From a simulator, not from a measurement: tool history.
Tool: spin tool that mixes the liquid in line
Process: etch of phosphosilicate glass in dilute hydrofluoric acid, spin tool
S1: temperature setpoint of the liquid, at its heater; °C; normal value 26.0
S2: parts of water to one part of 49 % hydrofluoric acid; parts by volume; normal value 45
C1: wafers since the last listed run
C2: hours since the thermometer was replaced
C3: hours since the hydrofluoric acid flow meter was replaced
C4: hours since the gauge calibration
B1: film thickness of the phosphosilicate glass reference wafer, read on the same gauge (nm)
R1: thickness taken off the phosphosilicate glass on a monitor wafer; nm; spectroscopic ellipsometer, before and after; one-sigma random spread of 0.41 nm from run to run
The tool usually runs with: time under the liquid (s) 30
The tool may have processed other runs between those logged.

run 1 day=0.000 | S1=26.0 S2=45 time_under_the_liquid_(s)=30 | C1=0 C2=1014.9 C3=655.9 C4=17.5 | B1=100.00 | R1=91.40
-- day=0.842 thermometer replaced
run 2 day=2.408 | S1=26.0 S2=45 time_under_the_liquid_(s)=30 | C1=610 C2=37.6 C3=713.7 C4=75.3 | B1=100.01 | R1=91.73
run 3 day=4.317 | S1=28.5 S2=60 time_under_the_liquid_(s)=30 | C1=491 C2=83.4 C3=759.5 C4=121.1 | B1=99.99 | R1=74.01
run 4 day=7.900 | S1=28.5 S2=60 time_under_the_liquid_(s)=30 | C1=923 C2=169.4 C3=845.5 C4=207.1 | B1=100.00 | R1=74.84
run 5 day=9.888 | S1=28.5 S2=60 time_under_the_liquid_(s)=30 | C1=512 C2=217.1 C3=893.2 C4=254.8 | B1=99.99 | R1=74.48
run 6 day=14.992 | S1=28.5 S2=45 time_under_the_liquid_(s)=15 | C1=1315 C2=339.6 C3=1015.7 C4=377.3 | B1=100.02 | R1=50.21
run 7 day=19.367 | S1=28.5 S2=45 time_under_the_liquid_(s)=15 | C1=1127 C2=444.6 C3=1120.7 C4=482.3 | B1=100.02 | R1=50.05
run 8 day=20.938 | S1=28.5 S2=45 time_under_the_liquid_(s)=15 | C1=404 C2=482.3 C3=1158.4 C4=520.0 | B1=100.01 | R1=50.66
run 9 day=24.504 | S1=26.0 S2=45 time_under_the_liquid_(s)=30 | C1=919 C2=567.9 C3=1244.0 C4=605.6 | B1=100.01 | R1=91.02
run 10 day=28.596 | S1=30.5 S2=35 time_under_the_liquid_(s)=45 | C1=1054 C2=666.1 C3=1342.2 C4=703.8 | B1=99.98 | R1=211.51
run 11 day=32.412 | S1=29.5 S2=45 time_under_the_liquid_(s)=40 | C1=983 C2=757.7 C3=1433.8 C4=795.4 | B1=100.00 | R1=137.77
-- day=34.517 thermometer replaced
run 12 day=37.612 | S1=29.0 S2=45 time_under_the_liquid_(s)=40 | C1=1329 C2=74.3 C3=1558.6 C4=920.2 | B1=100.01 | R1=134.15
run 13 day=41.279 | S1=29.5 S2=55 time_under_the_liquid_(s)=35 | C1=945 C2=162.3 C3=1646.6 C4=1008.2 | B1=100.02 | R1=97.21
-- day=42.262 hydrofluoric acid flow meter replaced
run 14 day=43.792 | S1=28.5 S2=45 time_under_the_liquid_(s)=15 | C1=636 C2=222.6 C3=36.7 C4=1068.5 | B1=100.02 | R1=51.78
run 15 day=48.175 | S1=26.0 S2=45 time_under_the_liquid_(s)=50 | C1=1130 C2=327.8 C3=141.9 C4=1173.7 | B1=99.97 | R1=155.18
-- day=48.379 gauge calibrated
run 16 day=50.867 | S1=22.5 S2=45 time_under_the_liquid_(s)=30 | C1=693 C2=392.4 C3=206.5 C4=59.7 | B1=100.01 | R1=80.09
run 17 day=54.850 | S1=26.0 S2=35 time_under_the_liquid_(s)=20 | C1=1026 C2=488.0 C3=302.1 C4=155.3 | B1=100.01 | R1=81.14
run 18 day=56.888 | S1=22.5 S2=45 time_under_the_liquid_(s)=20 | C1=525 C2=536.9 C3=351.0 C4=204.2 | B1=100.03 | R1=53.37
run 19 day=61.096 | S1=28.5 S2=45 time_under_the_liquid_(s)=15 | C1=1084 C2=637.9 C3=452.0 C4=305.2 | B1=100.02 | R1=50.82

Consider 3 possible next runs. They are alternatives, not a sequence: every one starts from the tool as it was left by run 19. What does each give?
run A day=61.112 | S1=26.0 S2=60 time_under_the_liquid_(s)=30 | C1=4 C2=638.3 C3=452.4 C4=305.6 | B1=? | R1=?
run B day=61.112 | S1=29.5 S2=30 time_under_the_liquid_(s)=30 | C1=4 C2=638.3 C3=452.4 C4=305.6 | B1=? | R1=?
run C day=61.112 | S1=21.0 S2=45 time_under_the_liquid_(s)=50 | C1=4 C2=638.3 C3=452.4 C4=305.6 | B1=? | R1=?

run=A B1=99.98 R1=67.74
run=B B1=99.98 R1=163.02
run=C B1=99.98 R1=124.95
What these runs would have given with no unlogged condition in the tool:
run=A R1=68.80
run=B R1=165.46
run=C R1=126.86
